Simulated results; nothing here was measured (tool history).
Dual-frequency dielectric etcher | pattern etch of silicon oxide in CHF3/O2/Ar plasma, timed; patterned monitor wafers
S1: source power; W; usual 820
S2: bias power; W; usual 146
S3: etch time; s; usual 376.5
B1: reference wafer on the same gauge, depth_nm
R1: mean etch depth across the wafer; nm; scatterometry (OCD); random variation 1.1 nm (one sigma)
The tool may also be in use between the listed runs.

run	hour	S1	S2	S3	B1	R1
1	0	820	146	376.5	604	707.4
2	9.9	820	146	376.5	604	706.3
3	26.9	820	146	376.5	603.9	706.4
4	41.3	820	129	376.5	603.9	669
5	47.5	820	146	376.5	603.9	704.6
6	54.8	820	146	376.5	604.1	706.3
7	68.3	820	146	376.5	603.8	703.6
# hour 87.6: source power generator calibrated
# hour 96.3: upper electrode replaced
8	96.8	820	146	376.5	604	706.3
9	97.2	820	146	376.5	603.9	704.5
# hour 103.9: bias power generator calibrated
# hour 123.2: wet clean of the chamber
10	123.6	820	146	376.5	604	714

Run 11 comes next. What will it give?
11	134	770	146	339	?	?

{"run 11": {"B1": 604.2, "R1": 632.8}}
Without the tool's hidden state the same run would have given R1 633 nm.
